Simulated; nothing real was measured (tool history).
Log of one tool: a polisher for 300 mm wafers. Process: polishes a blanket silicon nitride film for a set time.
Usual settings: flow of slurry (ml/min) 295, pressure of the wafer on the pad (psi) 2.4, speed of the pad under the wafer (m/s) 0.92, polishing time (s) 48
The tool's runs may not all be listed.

| run | hour | flow of slurry (ml/min) | pressure of the wafer on the pad (psi) | speed of the pad under the wafer (m/s) | polishing time (s) | wafers since the last listed run | wafers polished on this pad | hours since the slurry nozzle was cleaned | hours since the head pressure was calibrated | incoming thickness of the incoming film, nm | film removed (Å) |
|---|---|---|---|---|---|---|---|---|---|---|---|
| 1 | 0 | 295 | 2.4 | 0.92 | 48 | 0 | 142 | 481 | 912.7 | 942 | 540 |
| 2 | 6.5 | 250 | 2.4 | 0.92 | 48 | 50 | 192 | 487.5 | 919.2 | 922.2 | 533 |
| 3 | 13.1 | 250 | 2.4 | 0.92 | 48 | 51 | 244 | 494.1 | 925.8 | 918.7 | 532 |
| 4 | 26.4 | 250 | 2.4 | 0.92 | 48 | 103 | 347 | 507.4 | 939.1 | 925.6 | 525 |
| 5 | 41.8 | 295 | 2.4 | 0.66 | 35 | 119 | 467 | 522.8 | 954.5 | 930.6 | 302 |
| 6 | 55.4 | 295 | 2.4 | 0.66 | 35 | 105 | 573 | 536.4 | 968.1 | 931 | 301 |
| 7 | 71.8 | 295 | 2.4 | 0.66 | 35 | 127 | 701 | 552.8 | 984.5 | 924.2 | 301 |
| 8 | 78.2 | 295 | 1.9 | 0.92 | 43 | 49 | 751 | 559.2 | 990.9 | 928.4 | 386 |
| 9 | 108.5 | 295 | 1.9 | 0.92 | 43 | 235 | 987 | 589.5 | 1021.2 | 927.6 | 382 |
|  | 115.9 | worn pad replaced by a new one |
| 10 | 123.3 | 295 | 2.4 | 0.92 | 48 | 84 | 57 | 604.3 | 1036 | 922.5 | 532 |
| 11 | 140.6 | 295 | 2.4 | 0.92 | 48 | 134 | 192 | 621.6 | 1053.3 | 921.2 | 530 |
| 12 | 152.3 | 295 | 2.4 | 0.92 | 48 | 91 | 283 | 633.3 | 1065 | 932.4 | 535 |
| 13 | 160.7 | 295 | 2.4 | 0.92 | 48 | 65 | 349 | 641.7 | 1073.4 | 937.9 | 527 |
| 14 | 173.8 | 295 | 2 | 0.92 | 48 | 102 | 451 | 654.8 | 1086.5 | 920.1 | 442 |
|  | 178 | slurry nozzle cleaned |
| 15 | 188.9 | 255 | 2.4 | 0.72 | 57 | 109 | 560 | 10.9 | 1101.6 | 930.4 | 512 |
| 16 | 200.2 | 295 | 2.4 | 0.92 | 48 | 88 | 648 | 22.2 | 1112.9 | 926.2 | 532 |
| 17 | 213 | 295 | 2.4 | 0.92 | 48 | 99 | 748 | 35 | 1125.7 | 927.7 | 537 |
|  | 215.8 | head pressure recalibrated |
|  | 229.4 | worn pad replaced by a new one |
| 18 | 229.9 | 395 | 2.4 | 0.76 | 37 | 84 | 3 | 51.9 | 14.1 | 918.6 | 406 |
| 19 | 237.7 | 235 | 1.8 | 0.92 | 43 | 60 | 64 | 59.7 | 21.9 | 918.2 | 395 |
| 20 | 248.7 | 205 | 2.4 | 0.8 | 48 | 85 | 150 | 70.7 | 32.9 | 932.6 | 528 |
| 21 | 262.8 | 355 | 1.7 | 1.16 | 61 | 109 | 259 | 84.8 | 47 | 929.3 | 655 |
| 22 | 277.2 | 295 | 2.4 | 0.92 | 48 | 112 | 372 | 99.2 | 61.4 | 931.6 | 606 |
| 23 | 284.1 | 295 | 3.1 | 1.06 | 48 | 53 | 425 | 106.1 | 68.3 | 908.4 | 870 |
| 24 | 291.7 | 295 | 2.4 | 0.92 | 48 | 59 | 484 | 113.7 | 75.9 | 933 | 601 |
| 25 | 299.5 | 365 | 2 | 0.66 | 43 | 60 | 545 | 121.5 | 83.7 | 936.6 | 344 |
| 26 | 306.6 | 230 | 2.8 | 0.92 | 48 | 55 | 601 | 128.6 | 90.8 | 930.4 | 673 |

Some steps in film removed (Å) between neighbouring runs. How much of each would the tool show without its hidden state too (settings, what came in, random variation), and how much is left for the hidden state, with any gauge scatter that isn't in both results?
The hidden state here: removal rate lost through wear of the pad, %; slurry flow missing at the pad, %; deviation of the head's pressure from its setpoint, %.
Run 4 -> 5: flow of slurry (ml/min) 250 -> 295, speed of the pad under the wafer (m/s) 0.92 -> 0.66, polishing time (s) 48 -> 35. film removed (Å) -223: hidden state +28, all else -251.
Run 17 -> 18: flow of slurry (ml/min) 295 -> 395, speed of the pad under the wafer (m/s) 0.92 -> 0.76, polishing time (s) 48 -> 37, head pressure recalibrated, worn pad replaced by a new one. film removed (Å) -131: hidden state +80, all else -211.
Run 23 -> 24: pressure of the wafer on the pad (psi) 3.1 -> 2.4, speed of the pad under the wafer (m/s) 1.06 -> 0.92. film removed (Å) -269: hidden state +6, all else -275.
Run 25 -> 26: flow of slurry (ml/min) 365 -> 230, pressure of the wafer on the pad (psi) 2 -> 2.8, speed of the pad under the wafer (m/s) 0.66 -> 0.92, polishing time (s) 43 -> 48. film removed (Å) +329: hidden state -9, all else +338.
